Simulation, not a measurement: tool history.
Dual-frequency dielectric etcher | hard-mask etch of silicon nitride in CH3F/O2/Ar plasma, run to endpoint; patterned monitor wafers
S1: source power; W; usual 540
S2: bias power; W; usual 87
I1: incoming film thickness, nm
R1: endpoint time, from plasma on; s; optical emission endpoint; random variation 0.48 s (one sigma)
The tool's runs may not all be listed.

run,day,S1,S2,I1,R1
1,0.000,540,87,50.7,73.1
2,0.500,540,87,50.3,74.0
3,0.875,540,87,50.4,73.2
4,1.879,570,87,50.5,72.7
5,2.546,570,87,51.1,73.3
6,2.871,570,87,51.0,73.2
7,3.279,540,81,50.3,74.6
8,3.625,540,87,50.9,74.7
9,4.025,540,87,50.5,74.2
# day 5.488: wet clean of the chamber
# day 5.829: upper electrode replaced, of another model than before
10,5.850,540,87,50.6,72.3
11,5.862,540,87,50.5,72.1
12,5.879,540,87,50.4,72.2
13,5.979,540,87,50.2,71.1
14,6.371,540,104,50.5,69.6
15,7.100,650,87,50.7,68.2
16,7.667,540,87,51.3,74.4
# day 8.196: bias power generator calibrated
17,8.217,460,87,50.2,75.9
18,8.546,600,69,50.8,73.2
19,9.208,440,106,50.7,76.1
20,9.558,540,81,50.1,73.1
21,10.046,540,72,50.8,76.5
22,10.362,630,108,50.5,66.4
23,11.088,540,87,50.6,73.1
24,11.708,610,87,50.8,70.6
25,12.146,540,87,50.6,73.6
# day 12.483: source power generator calibrated
26,12.517,630,93,50.5,69.2
27,12.950,680,109,50.7,65.3
28,13.562,480,81,50.3,77.5
29,14.275,630,87,50.6,70.6
30,14.921,410,105,50.7,78.1
31,15.296,500,77,50.4,76.8
32,15.629,650,76,50.9,71.1
33,16.012,470,103,51.1,76.1
34,16.358,480,87,50.5,76.0
35,16.808,610,97,50.7,70.5

The tool's hidden state at each run:
source power that arrives over what is set, %: 0 in every run
bias power that arrives over what is set, %: 0 in every run
H1: etch rate over this chamber's usual, %
run,H1
1,-2.45
2,-2.56
3,-2.64
4,-2.87
5,-3.02
6,-3.1
7,-3.19
8,-3.27
9,-3.36
10,-0.479
11,-0.482
12,-0.486
13,-0.509
14,-0.597
15,-0.763
16,-0.891
17,-1.02
18,-1.09
19,-1.24
20,-1.32
21,-1.43
22,-1.5
23,-1.67
24,-1.81
25,-1.91
26,-1.99
27,-2.09
28,-2.23
29,-2.39
30,-2.53
31,-2.62
32,-2.7
33,-2.78
34,-2.86
35,-2.96
